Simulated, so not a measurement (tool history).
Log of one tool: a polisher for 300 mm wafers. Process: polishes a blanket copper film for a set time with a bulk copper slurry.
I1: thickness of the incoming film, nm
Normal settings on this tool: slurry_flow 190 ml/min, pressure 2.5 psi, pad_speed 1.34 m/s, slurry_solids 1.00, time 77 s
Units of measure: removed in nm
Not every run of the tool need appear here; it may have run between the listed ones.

Run 1, hour 0.0: usual settings; I1 2356.2. Result: removed 746.2 nm.
At hour 6.7: slurry blender recalibrated.
At hour 9.6: worn pad replaced by a new one.
Run 2, hour 16.0: usual settings; I1 2308.6. Result: removed 788.1 nm.
Run 3, hour 27.2: usual settings but slurry_solids 1.10; I1 2337.5. Result: removed 808.3 nm.
Run 4, hour 40.2: usual settings but slurry_solids 1.10; I1 2292.8. Result: removed 820.8 nm.
Run 5, hour 49.9: usual settings but slurry_solids 1.10; I1 2328.1. Result: removed 799.5 nm.
Run 6, hour 61.2: usual settings; I1 2345.2. Result: removed 788.6 nm.
Run 7, hour 74.3: usual settings; I1 2359.2. Result: removed 775.1 nm.
Run 8, hour 83.9: usual settings; I1 2346.3. Result: removed 762.0 nm.
At hour 96.8: slurry nozzle cleaned.
Run 9, hour 99.0: usual settings but slurry_flow 140 ml/min; I1 2335.3. Result: removed 704.8 nm.
At hour 108.3: worn pad replaced by a new one.
Run 10, hour 114.4: usual settings but slurry_flow 140 ml/min; I1 2342.4. Result: removed 748.7 nm.
Run 11, hour 122.9: usual settings but slurry_flow 140 ml/min; I1 2384.2. Result: removed 761.0 nm.
Run 12, hour 136.2: usual settings; I1 2320.4. Result: removed 793.6 nm.
At hour 141.0: slurry blender recalibrated.
Run 13, hour 148.7: usual settings but pressure 2.3 psi, pad_speed 1.12 m/s; I1 2371.3. Result: removed 625.3 nm.
Run 14, hour 164.9: usual settings but pad_speed 1.78 m/s, slurry_solids 0.90; I1 2371.1. Result: removed 970.1 nm.
Run 15, hour 175.0: usual settings but time 94 s; I1 2326.1. Result: removed 948.9 nm.
Run 16, hour 182.2: usual settings but slurry_flow 210 ml/min, pressure 2.0 psi, slurry_solids 0.85, time 90 s; I1 2328.7. Result: removed 697.7 nm.
At hour 197.4: worn pad replaced by a new one.
At hour 199.4: head pressure recalibrated.
Run 17, hour 199.9: usual settings but slurry_flow 135 ml/min, time 103 s; I1 2344.7. Result: removed 982.7 nm.
Run 18, hour 207.6: usual settings; I1 2368.4. Result: removed 777.2 nm.
Run 19, hour 216.8: usual settings but slurry_flow 130 ml/min, pressure 3.4 psi; I1 2326.4. Result: removed 999.6 nm.
Run 20, hour 223.8: usual settings but slurry_flow 145 ml/min; I1 2329.2. Result: removed 733.9 nm.
Run 21, hour 232.2: usual settings but pad_speed 0.94 m/s, slurry_solids 0.80; I1 2334.3. Result: removed 551.4 nm.
Run 22, hour 242.8: usual settings; I1 2338.9. Result: removed 762.4 nm.
Run 23, hour 252.5: usual settings but slurry_solids 1.25; I1 2307.4. Result: removed 807.2 nm.
At hour 256.2: slurry blender recalibrated.
Run 24, hour 263.5: usual settings but slurry_solids 1.25; I1 2339.9. Result: removed 792.8 nm.

Measured result minus the same run's result without the hidden state. Both carry the same run-to-run variation, though not necessarily the same gauge scatter:
Hidden state at play: removal rate lost through wear of the pad, %; slurry flow missing at the pad, %; deviation of the head's pressure from its setpoint, %; abrasive missing from the slurry, %.
run  removed
  1    -28.1
  2    +19.1
  3    +19.0
  4    +16.4
  5    +12.4
  6     +6.4
  7     -2.5
  8    -10.5
  9    -24.0
 10    +23.1
 11    +22.8
 12    +20.8
 13    +12.4
 14     +7.6
 15     -2.0
 16     -7.3
 17     -0.9
 18     +0.9
 19     +2.2
 20     +1.3
 21     +0.1
 22     -3.1
 23     -7.8
 24    -14.6

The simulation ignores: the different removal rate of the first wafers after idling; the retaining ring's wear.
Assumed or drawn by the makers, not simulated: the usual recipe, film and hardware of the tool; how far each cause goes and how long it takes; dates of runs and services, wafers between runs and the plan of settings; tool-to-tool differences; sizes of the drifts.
